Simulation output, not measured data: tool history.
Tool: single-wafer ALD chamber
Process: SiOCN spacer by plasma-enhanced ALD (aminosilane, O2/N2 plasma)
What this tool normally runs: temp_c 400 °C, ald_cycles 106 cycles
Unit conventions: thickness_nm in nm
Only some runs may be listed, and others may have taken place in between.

run	hour	temp_c	ald_cycles	read-back reference wafer on the same gauge, thickness_nm	thickness_nm
1	0	388	106	7.432	6.222
2	15.2	408	106	7.438	6.057
3	29.3	408	106	7.432	6.028
4	46.8	400	106	7.429	6.185
5	55.1	400	106	7.428	6.209
6	65.6	409	117	7.429	6.673
7	81.3	409	117	7.432	6.64
8	97.2	409	117	7.431	6.653
9	104.8	400	106	7.433	6.22
10	115.1	400	106	7.425	6.221
11	125.8	400	106	7.429	6.213
12	133	400	106	7.428	6.227
13	142.3	395	121	7.427	7.09
14	152.8	400	116	7.426	6.829
15	168.3	407	106	7.428	6.044
16	175.8	400	106	7.427	6.216
17	191.3	409	106	7.429	6
18	208	387	124	7.434	7.224
19	239.2	391	90	7.429	5.278
20	253.1	409	112	7.437	6.389
21	265.7	388	106	7.429	6.231
22	281.4	411	94	7.433	5.298
23	295.2	407	90	7.428	5.13

The log once held 2 entries between its listed runs, left out of this copy. Where does each go, and what is different about the tool's unlogged condition between the listed run before it and the listed run after it?
From run 13 to run 14: gauge calibrated (hour 147.8)
  no hidden state differs between the two runs
From run 17 to run 18: thermocouple changed; heater temperature recalibrated (hour 207.5)
  no hidden state differs between the two runs
